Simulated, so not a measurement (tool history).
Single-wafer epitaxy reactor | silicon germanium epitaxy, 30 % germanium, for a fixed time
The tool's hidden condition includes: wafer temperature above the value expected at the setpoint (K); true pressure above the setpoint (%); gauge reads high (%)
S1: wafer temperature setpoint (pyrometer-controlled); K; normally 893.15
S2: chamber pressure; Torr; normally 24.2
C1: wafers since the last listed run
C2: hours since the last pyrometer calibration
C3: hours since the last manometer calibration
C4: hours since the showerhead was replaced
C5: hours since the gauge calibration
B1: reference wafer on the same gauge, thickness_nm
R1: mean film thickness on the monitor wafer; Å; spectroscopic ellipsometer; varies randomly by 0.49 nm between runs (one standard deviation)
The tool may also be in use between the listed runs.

run 1 hour=0 | S1=893.15 S2=24.2 | C1=0 C2=2178.3 C3=593.6 C4=5963 C5=458.7 | B1=76.062 | R1=946.98
run 2 hour=21.3 | S1=893.15 S2=24.2 | C1=292 C2=2199.6 C3=614.9 C4=5984.3 C5=480 | B1=75.944 | R1=940.84
run 3 hour=48.3 | S1=893.15 S2=24.2 | C1=370 C2=2226.6 C3=641.9 C4=6011.3 C5=507 | B1=76.138 | R1=944.83
run 4 hour=60.9 | S1=893.15 S2=22.6 | C1=172 C2=2239.2 C3=654.5 C4=6023.9 C5=519.6 | B1=76.195 | R1=913.74
run 5 hour=74.7 | S1=893.15 S2=22.6 | C1=189 C2=2253 C3=668.3 C4=6037.7 C5=533.4 | B1=76.226 | R1=911.42
run 6 hour=106.3 | S1=893.15 S2=22.6 | C1=433 C2=2284.6 C3=699.9 C4=6069.3 C5=565 | B1=76.389 | R1=910.41
run 7 hour=125.3 | S1=893.15 S2=24.2 | C1=260 C2=2303.6 C3=718.9 C4=6088.3 C5=584 | B1=76.569 | R1=954.96
run 8 hour=150.3 | S1=893.15 S2=20.6 | C1=343 C2=2328.6 C3=743.9 C4=6113.3 C5=609 | B1=76.487 | R1=867.94
run 9 hour=177.2 | S1=893.15 S2=20.6 | C1=369 C2=2355.5 C3=770.8 C4=6140.2 C5=635.9 | B1=76.477 | R1=856.03
run 10 hour=199.7 | S1=893.15 S2=20.6 | C1=308 C2=2378 C3=793.3 C4=6162.7 C5=658.4 | B1=76.569 | R1=859.48
run 11 hour=229.4 | S1=897.15 S2=26.8 | C1=407 C2=2407.7 C3=823 C4=6192.4 C5=688.1 | B1=76.671 | R1=1100.69
run 12 hour=242.8 | S1=893.15 S2=24.2 | C1=183 C2=2421.1 C3=836.4 C4=6205.8 C5=701.5 | B1=76.991 | R1=953.57
-- hour=278.6 pyrometer calibrated
run 13 hour=279.1 | S1=893.15 S2=24.2 | C1=388 C2=0.5 C3=872.7 C4=6242.1 C5=737.8 | B1=76.916 | R1=946.15
run 14 hour=291.6 | S1=893.15 S2=24.2 | C1=171 C2=13 C3=885.2 C4=6254.6 C5=750.3 | B1=76.868 | R1=962.17
run 15 hour=319.3 | S1=886.15 S2=28.3 | C1=380 C2=40.7 C3=912.9 C4=6282.3 C5=778 | B1=76.741 | R1=905.72
run 16 hour=346.8 | S1=886.15 S2=28.3 | C1=377 C2=68.2 C3=940.4 C4=6309.8 C5=805.5 | B1=77.231 | R1=906.21
run 17 hour=377.9 | S1=893.15 S2=20.6 | C1=426 C2=99.3 C3=971.5 C4=6340.9 C5=836.6 | B1=77.092 | R1=872.83
run 18 hour=403.7 | S1=888.15 S2=27.1 | C1=354 C2=125.1 C3=997.3 C4=6366.7 C5=862.4 | B1=77.177 | R1=929.48
run 19 hour=420.4 | S1=905.15 S2=26.1 | C1=229 C2=141.8 C3=1014 C4=6383.4 C5=879.1 | B1=77.292 | R1=1283.38
-- hour=519.8 showerhead replaced
run 20 hour=523.8 | S1=897.15 S2=18.4 | C1=1309 C2=245.2 C3=1117.4 C4=4 C5=982.5 | B1=77.69 | R1=877.87
run 21 hour=543.6 | S1=879.15 S2=24.2 | C1=271 C2=265 C3=1137.2 C4=23.8 C5=1002.3 | B1=77.851 | R1=725.7
run 22 hour=564.7 | S1=888.15 S2=30.1 | C1=289 C2=286.1 C3=1158.3 C4=44.9 C5=1023.4 | B1=77.81 | R1=992.11
run 23 hour=580.6 | S1=893.15 S2=24.2 | C1=218 C2=302 C3=1174.2 C4=60.8 C5=1039.3 | B1=77.65 | R1=967.61
run 24 hour=607.2 | S1=883.15 S2=30.2 | C1=365 C2=328.6 C3=1200.8 C4=87.4 C5=1065.9 | B1=77.802 | R1=895.57
-- hour=691.2 gauge calibrated
run 25 hour=696.2 | S1=893.15 S2=24.2 | C1=1221 C2=417.6 C3=1289.8 C4=176.4 C5=5 | B1=74.568 | R1=920.51
-- hour=709.8 capacitance manometer re-zeroed and calibrated
run 26 hour=713.1 | S1=893.15 S2=24.2 | C1=122 C2=434.5 C3=3.3 C4=193.3 C5=21.9 | B1=74.533 | R1=920.74
run 27 hour=744.6 | S1=893.15 S2=24.2 | C1=432 C2=466 C3=34.8 C4=224.8 C5=53.4 | B1=74.577 | R1=925.49
run 28 hour=766 | S1=905.15 S2=26.2 | C1=293 C2=487.4 C3=56.2 C4=246.2 C5=74.8 | B1=74.498 | R1=1225.89
run 29 hour=786 | S1=886.15 S2=29.4 | C1=274 C2=507.4 C3=76.2 C4=266.2 C5=94.8 | B1=74.494 | R1=903.53
run 30 hour=819 | S1=897.15 S2=18.4 | C1=453 C2=540.4 C3=109.2 C4=299.2 C5=127.8 | B1=74.788 | R1=843.66
run 31 hour=847.5 | S1=903.15 S2=26.9 | C1=391 C2=568.9 C3=137.7 C4=327.7 C5=156.3 | B1=74.89 | R1=1199.42
run 32 hour=868.5 | S1=903.15 S2=24.2 | C1=288 C2=589.9 C3=158.7 C4=348.7 C5=177.3 | B1=74.867 | R1=1126.42
run 33 hour=881.9 | S1=893.15 S2=24.2 | C1=183 C2=603.3 C3=172.1 C4=362.1 C5=190.7 | B1=75.017 | R1=935.01
run 34 hour=912.8 | S1=886.15 S2=29.7 | C1=424 C2=634.2 C3=203 C4=393 C5=221.6 | B1=75.082 | R1=912.05

Hidden state, per run?
wafer temperature above the value expected at the setpoint (K): 0 across all the runs
true pressure above the setpoint (%): 0 across all the runs
H1: gauge reads high (%)
run=1 H1=2.2
run=2 H1=2.29
run=3 H1=2.4
run=4 H1=2.45
run=5 H1=2.5
run=6 H1=2.63
run=7 H1=2.7
run=8 H1=2.8
run=9 H1=2.91
run=10 H1=3
run=11 H1=3.12
run=12 H1=3.17
run=13 H1=3.32
run=14 H1=3.37
run=15 H1=3.48
run=16 H1=3.59
run=17 H1=3.71
run=18 H1=3.82
run=19 H1=3.88
run=20 H1=4.3
run=21 H1=4.38
run=22 H1=4.46
run=23 H1=4.52
run=24 H1=4.63
run=25 H1=-0.04
run=26 H1=0.0276
run=27 H1=0.154
run=28 H1=0.239
run=29 H1=0.319
run=30 H1=0.451
run=31 H1=0.565
run=32 H1=0.649
run=33 H1=0.703
run=34 H1=0.826
